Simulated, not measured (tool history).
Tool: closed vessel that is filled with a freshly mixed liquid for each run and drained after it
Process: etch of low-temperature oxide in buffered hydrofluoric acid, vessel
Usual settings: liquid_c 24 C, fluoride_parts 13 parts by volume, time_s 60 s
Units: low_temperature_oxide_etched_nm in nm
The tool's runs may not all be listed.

| run | hour | liquid_c | fluoride_parts | time_s | read-back film thickness of the low-temperature oxide reference wafer, read on the same gauge (nm) | low_temperature_oxide_etched_nm |
|---|---|---|---|---|---|---|
| 1 | 0 | 24 | 13 | 60 | 40.02 | 283.34 |
| 2 | 18.4 | 24 | 13 | 60 | 39.97 | 287.05 |
| 3 | 54.2 | 26.5 | 13 | 70 | 40 | 387.16 |
| 4 | 77.2 | 26.5 | 13 | 70 | 40.01 | 385.39 |
| 5 | 101.9 | 26.5 | 13 | 70 | 40.02 | 384.68 |
| 6 | 173.8 | 24 | 13 | 60 | 40.01 | 291.17 |
| 7 | 189.6 | 24 | 13 | 60 | 40 | 290.96 |
| 8 | 204 | 24 | 13 | 60 | 39.99 | 292.77 |
| 9 | 231.7 | 25 | 13 | 85 | 39.99 | 434.71 |
|  | 250.7 | thermometer replaced |
| 10 | 258.2 | 24 | 11.5 | 60 | 40.01 | 332.15 |
| 11 | 270.8 | 24 | 11.5 | 60 | 40.02 | 331.92 |
| 12 | 303.1 | 24 | 13 | 60 | 40.02 | 296.14 |
| 13 | 326.5 | 24 | 13 | 60 | 39.99 | 297.9 |
| 14 | 354 | 24 | 13 | 60 | 40 | 298.86 |
| 15 | 389.3 | 21.5 | 13 | 60 | 39.97 | 261.7 |
| 16 | 424.4 | 24 | 13 | 60 | 39.97 | 302.95 |
| 17 | 440.6 | 24 | 16 | 80 | 39.98 | 329.86 |
|  | 457.4 | hydrofluoric acid flow meter replaced |
| 18 | 473.8 | 19.5 | 18 | 45 | 39.99 | 138.48 |
|  | 477 | gauge calibrated |
| 19 | 491.4 | 24 | 13 | 60 | 40.01 | 321.33 |
| 20 | 509.8 | 24 | 13 | 60 | 40 | 323.55 |
| 21 | 538.2 | 24 | 16.5 | 30 | 40.01 | 128.09 |
| 22 | 571.6 | 27 | 16.5 | 35 | 40.01 | 176.33 |
|  | 585.9 | hydrofluoric acid flow meter replaced, repeated, since the last time left the tool worse |
| 23 | 598.4 | 27.5 | 8.5 | 90 | 39.99 | 757.54 |
| 24 | 623.4 | 21.5 | 10 | 80 | 40.01 | 425.06 |
| 25 | 648.3 | 29 | 17.5 | 30 | 40 | 140.9 |
| 26 | 672.4 | 28 | 15 | 30 | 39.99 | 157.69 |

5 ways to go on from here, each from the tool as it stands after run 26. What would each give?
| A | 673.1 | 24 | 13 | 45 | ? | ? |
| B | 673.1 | 24 | 15 | 60 | ? | ? |
| C | 673.1 | 22.5 | 9 | 60 | ? | ? |
| D | 673.1 | 21.5 | 8 | 30 | ? | ? |
| E | 673.1 | 27 | 15.5 | 45 | ? | ? |

| run | read-back film thickness of the low-temperature oxide reference wafer, read on the same gauge (nm) | low_temperature_oxide_etched_nm |
|---|---|---|
| A | 40.01 | 217.84 |
| B | 40.01 | 252.44 |
| C | 40.01 | 370.29 |
| D | 40.01 | 199.07 |
| E | 40.01 | 215.63 |
Without the tool's hidden state the same runs would have given:
| run | low_temperature_oxide_etched_nm |
|---|---|
| A | 212.74 |
| B | 246.5 |
| C | 360.65 |
| D | 193.9 |
| E | 210.56 |

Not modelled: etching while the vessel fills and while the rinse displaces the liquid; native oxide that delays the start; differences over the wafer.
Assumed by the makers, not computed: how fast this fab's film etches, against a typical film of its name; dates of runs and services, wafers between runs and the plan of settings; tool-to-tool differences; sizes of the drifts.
